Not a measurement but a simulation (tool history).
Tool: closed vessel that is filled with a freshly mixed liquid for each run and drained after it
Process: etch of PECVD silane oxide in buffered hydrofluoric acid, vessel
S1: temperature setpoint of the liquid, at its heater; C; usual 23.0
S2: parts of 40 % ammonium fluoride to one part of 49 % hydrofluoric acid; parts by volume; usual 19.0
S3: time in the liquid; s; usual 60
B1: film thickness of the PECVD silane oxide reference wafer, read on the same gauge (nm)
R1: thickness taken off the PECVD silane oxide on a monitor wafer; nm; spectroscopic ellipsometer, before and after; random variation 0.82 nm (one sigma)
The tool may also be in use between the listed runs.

| run | hour | S1 | S2 | S3 | B1 | R1 |
|---|---|---|---|---|---|---|
| 1 | 0.0 | 23.0 | 19.0 | 60 | 100.01 | 139.35 |
| 2 | 303.2 | 26.5 | 15.5 | 60 | 100.00 | 208.12 |
| 3 | 388.6 | 26.5 | 15.5 | 60 | 100.02 | 209.37 |
| 4 | 484.5 | 23.0 | 19.0 | 60 | 100.00 | 141.88 |
| 5 | 525.5 | 23.0 | 19.0 | 60 | 99.99 | 144.07 |
| 6 | 632.5 | 23.0 | 19.0 | 60 | 99.98 | 143.78 |
| 7 | 672.2 | 23.0 | 19.0 | 60 | 100.03 | 145.17 |
| 8 | 769.9 | 23.0 | 19.0 | 60 | 100.02 | 144.74 |
| 9 | 866.4 | 23.0 | 19.0 | 60 | 100.03 | 146.34 |
| 10 | 912.0 | 23.0 | 19.0 | 60 | 100.01 | 146.41 |
|  | 951.5 | gauge calibrated |
| 11 | 995.6 | 23.0 | 16.5 | 80 | 100.02 | 222.82 |
| 12 | 1101.2 | 23.0 | 16.5 | 80 | 100.03 | 225.73 |
| 13 | 1276.0 | 27.0 | 24.0 | 50 | 99.99 | 127.23 |
| 14 | 1345.5 | 23.0 | 19.0 | 60 | 100.02 | 149.24 |
| 15 | 1421.7 | 20.0 | 19.0 | 85 | 100.01 | 176.70 |
|  | 1425.6 | hydrofluoric acid flow meter replaced |
| 16 | 1464.8 | 23.0 | 19.0 | 60 | 99.99 | 145.32 |
|  | 1486.3 | thermometer replaced |
| 17 | 1555.3 | 26.5 | 21.0 | 60 | 99.98 | 152.49 |
| 18 | 1592.3 | 25.0 | 19.0 | 60 | 100.02 | 152.74 |
| 19 | 1698.0 | 23.0 | 19.0 | 60 | 99.99 | 139.25 |
| 20 | 1830.6 | 23.0 | 19.0 | 60 | 100.00 | 139.88 |
| 21 | 1909.4 | 23.0 | 19.0 | 80 | 99.98 | 186.88 |
| 22 | 1983.0 | 20.5 | 23.5 | 60 | 99.97 | 103.56 |
| 23 | 2034.3 | 25.0 | 19.0 | 75 | 100.00 | 198.76 |
| 24 | 2141.5 | 23.0 | 13.5 | 40 | 99.99 | 130.51 |

4 ways to go on from here, each from the tool as it stands after run 24. What would each give?
| A | 2142.2 | 23.0 | 19.0 | 60 | ? | ? |
| B | 2142.2 | 19.5 | 24.0 | 95 | ? | ? |
| C | 2142.2 | 21.0 | 21.5 | 45 | ? | ? |
| D | 2142.2 | 21.0 | 13.0 | 95 | ? | ? |

| run | B1 | R1 |
|---|---|---|
| A | 100.02 | 140.97 |
| B | 100.02 | 153.50 |
| C | 100.02 | 85.32 |
| D | 100.02 | 290.29 |
Without the tool's hidden state the same runs would have given:
| run | R1 |
|---|---|
| A | 137.07 |
| B | 149.68 |
| C | 83.21 |
| D | 282.21 |

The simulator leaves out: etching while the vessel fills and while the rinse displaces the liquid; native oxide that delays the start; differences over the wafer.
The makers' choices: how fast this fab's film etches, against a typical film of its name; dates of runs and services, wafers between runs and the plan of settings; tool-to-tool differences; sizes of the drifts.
